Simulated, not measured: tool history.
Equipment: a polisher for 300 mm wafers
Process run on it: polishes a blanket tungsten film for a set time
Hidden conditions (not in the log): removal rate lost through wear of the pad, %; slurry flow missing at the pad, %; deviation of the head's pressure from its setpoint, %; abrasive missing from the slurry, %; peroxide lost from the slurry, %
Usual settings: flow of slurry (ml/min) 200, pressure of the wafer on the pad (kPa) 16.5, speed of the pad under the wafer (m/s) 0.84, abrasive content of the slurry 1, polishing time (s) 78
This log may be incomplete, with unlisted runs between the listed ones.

run,hour,flow of slurry (ml/min),pressure of the wafer on the pad (kPa),speed of the pad under the wafer (m/s),abrasive content of the slurry,polishing time (s),wafers since the last listed run,wafers polished on this pad,hours since the slurry nozzle was cleaned,hours since the head pressure was calibrated,hours since the slurry blender was calibrated,hours since the slurry got fresh peroxide,"incoming thickness of the incoming film, nm",film removed (angstrom)
1,0,200,16.5,1.04,1,78,0,142,768.6,698.1,83.3,86.6,1308.1,1980
2,8.2,200,16.5,1.04,1,78,80,222,776.8,706.3,91.5,94.8,1319.3,2019
3,21.3,200,16.5,1.04,1,78,128,351,789.9,719.4,104.6,107.9,1298.5,1987
4,30.3,200,16.5,0.84,1,78,88,440,798.9,728.4,113.6,116.9,1292.8,1637
# hour 33: slurry tank refilled with fresh slurry and peroxide
5,46.5,200,16.5,0.84,1,78,149,589,815.1,744.6,129.8,13.5,1320.8,1601
6,61.7,200,16.5,0.84,1,78,149,739,830.3,759.8,145,28.7,1308.5,1562
7,68.2,200,16.5,0.84,1,78,63,802,836.8,766.3,151.5,35.2,1285,1617
# hour 74.9: worn pad replaced by a new one
# hour 77.8: slurry blender recalibrated
# hour 84: slurry nozzle cleaned
8,84.9,225,20,0.84,1,78,95,68,0.9,783,7.1,51.9,1318,2147
9,101.2,225,20,0.84,1,78,160,229,17.2,799.3,23.4,68.2,1308.7,2060
10,116.9,200,16.5,0.84,0.75,78,154,383,32.9,815,39.1,83.9,1328.6,1590
11,132.7,200,16.5,0.84,1,78,155,539,48.7,830.8,54.9,99.7,1301.8,1664
12,149.3,200,16.5,0.84,0.85,78,163,702,65.3,847.4,71.5,116.3,1309.1,1532
# hour 153.7: slurry tank refilled with fresh slurry and peroxide
# hour 163.1: head pressure recalibrated
# hour 170.3: worn pad replaced by a new one
13,195.5,200,12.4,0.84,1.3,52,385,247,111.5,32.4,117.7,41.8,1330.7,866
14,202.8,200,16.5,0.84,0.85,78,71,319,118.8,39.7,125,49.1,1298.2,1523
15,217.4,200,16.5,0.84,1.15,58,143,463,133.4,54.3,139.6,63.7,1308.6,1196
16,225.4,200,16.5,1.1,1,78,78,541,141.4,62.3,147.6,71.7,1294.1,2071
17,231.7,180,16.5,0.84,1,60,61,603,147.7,68.6,153.9,78,1311.1,1178
18,245.9,200,16.5,0.76,1.15,78,139,743,161.9,82.8,168.1,92.2,1308.8,1485

Hidden state, per run?
removal rate lost through wear of the pad, %: 0, the same for each run
slurry flow missing at the pad, %: 0, the same for each run
deviation of the head's pressure from its setpoint, %: 0, the same for each run
peroxide lost from the slurry, %: 0, the same for each run
H1: abrasive missing from the slurry, %
run,H1
1,30.1
2,31.2
3,32.8
4,33.7
5,34.9
6,35.9
7,36.2
8,4.58
9,12.5
10,18.3
11,22.7
12,26.3
13,32.2
14,32.8
15,33.8
16,34.2
17,34.5
18,35.1
